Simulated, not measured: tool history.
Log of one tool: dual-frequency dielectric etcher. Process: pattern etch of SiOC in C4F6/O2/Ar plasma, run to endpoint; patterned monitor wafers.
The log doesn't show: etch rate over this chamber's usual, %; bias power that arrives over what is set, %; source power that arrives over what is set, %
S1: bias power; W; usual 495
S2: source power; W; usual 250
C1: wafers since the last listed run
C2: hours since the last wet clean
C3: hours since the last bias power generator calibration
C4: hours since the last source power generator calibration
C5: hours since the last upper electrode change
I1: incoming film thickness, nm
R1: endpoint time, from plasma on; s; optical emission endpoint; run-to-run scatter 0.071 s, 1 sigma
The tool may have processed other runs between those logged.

| run | hour | S1 | S2 | C1 | C2 | C3 | C4 | C5 | I1 | R1 |
|---|---|---|---|---|---|---|---|---|---|---|
| 1 | 0.0 | 495 | 250 | 0 | 284.6 | 1350.6 | 1235.3 | 1815.4 | 53.0 | 21.9 |
| 2 | 39.1 | 461 | 250 | 536 | 323.7 | 1389.7 | 1274.4 | 1854.5 | 53.1 | 22.4 |
|  | 82.4 | wet clean of the chamber |
| 3 | 102.3 | 495 | 250 | 538 | 19.9 | 1452.9 | 1337.6 | 1917.7 | 52.5 | 22.1 |
| 4 | 131.2 | 495 | 250 | 396 | 48.8 | 1481.8 | 1366.5 | 1946.6 | 52.8 | 22.1 |
| 5 | 161.5 | 495 | 250 | 416 | 79.1 | 1512.1 | 1396.8 | 1976.9 | 53.2 | 22.4 |
| 6 | 189.5 | 495 | 250 | 384 | 107.1 | 1540.1 | 1424.8 | 2004.9 | 52.6 | 22.1 |
| 7 | 244.9 | 495 | 290 | 760 | 162.5 | 1595.5 | 1480.2 | 2060.3 | 53.3 | 20.9 |
| 8 | 285.2 | 495 | 290 | 553 | 202.8 | 1635.8 | 1520.5 | 2100.6 | 52.7 | 20.7 |
|  | 334.9 | source power generator calibrated |
| 9 | 354.6 | 495 | 230 | 898 | 272.2 | 1705.2 | 19.7 | 2170.0 | 52.6 | 22.4 |
|  | 427.7 | upper electrode replaced |
| 10 | 447.6 | 411 | 250 | 947 | 365.2 | 1798.2 | 112.7 | 19.9 | 52.7 | 22.4 |
| 11 | 477.4 | 495 | 250 | 409 | 395.0 | 1828.0 | 142.5 | 49.7 | 52.6 | 21.6 |
| 12 | 512.3 | 613 | 310 | 479 | 429.9 | 1862.9 | 177.4 | 84.6 | 52.5 | 18.4 |
|  | 550.0 | wet clean of the chamber |
| 13 | 578.3 | 438 | 300 | 576 | 28.3 | 1928.9 | 243.4 | 150.6 | 53.0 | 20.8 |
|  | 599.4 | bias power generator calibrated |
| 14 | 633.9 | 575 | 230 | 708 | 83.9 | 34.5 | 299.0 | 206.2 | 52.5 | 21.6 |
| 15 | 692.6 | 495 | 250 | 806 | 142.6 | 93.2 | 357.7 | 264.9 | 52.8 | 21.6 |
| 16 | 761.3 | 495 | 250 | 943 | 211.3 | 161.9 | 426.4 | 333.6 | 53.0 | 21.8 |
| 17 | 790.8 | 596 | 280 | 405 | 240.8 | 191.4 | 455.9 | 363.1 | 53.0 | 19.8 |
| 18 | 819.7 | 495 | 280 | 396 | 269.7 | 220.3 | 484.8 | 392.0 | 53.3 | 20.9 |
| 19 | 890.2 | 495 | 250 | 968 | 340.2 | 290.8 | 555.3 | 462.5 | 53.1 | 21.7 |
| 20 | 949.1 | 601 | 190 | 808 | 399.1 | 349.7 | 614.2 | 521.4 | 52.5 | 23.2 |
|  | 1008.4 | wet clean of the chamber |
| 21 | 1008.9 | 495 | 250 | 491 | 0.5 | 409.5 | 674.0 | 581.2 | 52.9 | 22.1 |
| 22 | 1052.1 | 537 | 220 | 593 | 43.7 | 452.7 | 717.2 | 624.4 | 53.2 | 22.9 |

Take each entry between the runs: how does the hidden state at the last listed run before it differ from the hidden state at the first listed run after it?
Logged between run 2 and run 3: wet clean of the chamber (hour 82.4)
  etch rate over this chamber's usual, %: 1.12 -> -0.0174; source power that arrives over what is set, %: -3.93 -> -4.14
  measured result minus the result with no hidden state, R1: +0.1 -> +0.4 s
Logged between run 8 and run 9: source power generator calibrated (hour 334.9)
  etch rate over this chamber's usual, %: 0.58 -> 0.806; source power that arrives over what is set, %: -4.75 -> 0.122
  measured result minus the result with no hidden state, R1: +0.4 -> -0.2 s
Logged between run 9 and run 10: upper electrode replaced (hour 427.7)
  etch rate over this chamber's usual, %: 0.806 -> 1.11; source power that arrives over what is set, %: 0.122 -> -0.185
  measured result minus the result with no hidden state, R1: -0.2 -> -0.2 s
Logged between run 12 and run 13: wet clean of the chamber (hour 550.0)
  etch rate over this chamber's usual, %: 1.32 -> 0.0938; source power that arrives over what is set, %: -0.399 -> -0.617
  measured result minus the result with no hidden state, R1: -0.2 -> +0.0 s
Logged between run 13 and run 14: bias power generator calibrated (hour 599.4)
  etch rate over this chamber's usual, %: 0.0938 -> 0.275; source power that arrives over what is set, %: -0.617 -> -0.801
  measured result minus the result with no hidden state, R1: +0.0 -> +0.0 s
Logged between run 20 and run 21: wet clean of the chamber (hour 1008.4)
  etch rate over this chamber's usual, %: 1.3 -> -0.00506; source power that arrives over what is set, %: -1.84 -> -2.04
  measured result minus the result with no hidden state, R1: -0.1 -> +0.2 s
